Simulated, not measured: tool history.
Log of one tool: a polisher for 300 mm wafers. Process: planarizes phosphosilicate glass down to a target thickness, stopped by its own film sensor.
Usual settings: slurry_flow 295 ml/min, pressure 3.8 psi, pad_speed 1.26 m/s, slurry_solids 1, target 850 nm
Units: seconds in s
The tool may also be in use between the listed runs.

run     day  slurry_flow  pressure  pad_speed  slurry_solids  target  incoming thickness of the incoming film, nm  seconds
  1       0          295       3.8       1.26              1     850                                       2252.8    152.1
      1.058  -- worn pad replaced by a new one
  2   1.888          295       3.8       1.26              1     850                                       2225.7    152.3
      2.754  -- conditioning disc replaced and pad reconditioned
  3   4.029          295       3.8       1.26              1     850                                       2239.5    154.8
  4   6.388          295       3.8       1.26              1     850                                       2281.9      165
      8.062  -- slurry blender recalibrated
  5   8.488          295       3.8       1.26              1     850                                       2299.8    148.5
      8.975  -- worn pad replaced by a new one
  6  10.633          295       3.8       1.26              1     850                                       2265.6    149.6
     11.067  -- conditioning disc replaced and pad reconditioned
  7  12.754          295       3.8       1.26              1     850                                       2316.3    159.4
  8  14.604          295       3.8       1.26              1     850                                       2240.3    155.3
  9  15.962          295       3.8       1.26           1.25     850                                       2278.3    139.6
     17.721  -- slurry nozzle cleaned
 10  18.958          295       3.8       1.26           1.25     850                                       2283.1    141.5
     19.542  -- worn pad replaced by a new one
     19.633  -- conditioning disc replaced and pad reconditioned
 11  20.788          295       3.8       1.26           1.25     850                                       2308.6    138.3
     22.121  -- slurry blender recalibrated
 12  23.258          295       4.7       0.86              1     850                                       2287.5      173
     23.625  -- head pressure recalibrated
 13  24.467          295       3.8       1.26              1     850                                       2289.3      154
 14  26.312          375       3.8       1.26              1     850                                       2258.7    152.6
 15  27.425          200       3.8       1.26              1    1325                                       2294.9      116
     29.408  -- worn pad replaced by a new one
     29.629  -- conditioning disc replaced and pad reconditioned
 16   29.85          295       3.8       1.26              1    1102                                       2235.6    128.8
 17  33.638          295       3.8       1.26              1     850                                       2245.6    161.3
     34.775  -- slurry blender recalibrated
 18  36.533          295       3.8       1.26              1     850                                       2294.4    148.7
     37.821  -- conditioning disc replaced and pad reconditioned
     38.817  -- worn pad replaced by a new one
 19  39.412          295       3.8       1.46            0.8     850                                       2287.2    164.3
 20  41.225          400       3.4       0.94              1     452                                       2241.3      279
 21  42.546          240       3.8       0.92            1.1     458                                       2276.3    259.6
 22  44.625          210       3.8       1.46              1     461                                       2232.1    188.9
     45.079  -- slurry nozzle cleaned
 23  45.971          295       3.8       1.26              1     574                                       2313.8    195.5

The tool's hidden state at each run:
removal rate lost through wear of the pad, %: 0 in every run
slurry flow missing at the pad, %: 0 in every run
deviation of the head's pressure from its setpoint, %: 0 in every run
time polished since the conditioner stopped cutting, s: 0 in every run
H1: abrasive missing from the slurry, %
run    H1
  1  10.7
  2    12
  3  12.9
  4  13.5
  5  1.73
  6  6.54
  7  9.44
  8    11
  9  11.8
 10  12.9
 11  13.3
 12  6.87
 13  9.41
 14  12.1
 15  13.3
 16    15
 17  16.3
 18  5.25
 19  9.63
 20  11.2
 21    12
 22  12.9
 23  13.2

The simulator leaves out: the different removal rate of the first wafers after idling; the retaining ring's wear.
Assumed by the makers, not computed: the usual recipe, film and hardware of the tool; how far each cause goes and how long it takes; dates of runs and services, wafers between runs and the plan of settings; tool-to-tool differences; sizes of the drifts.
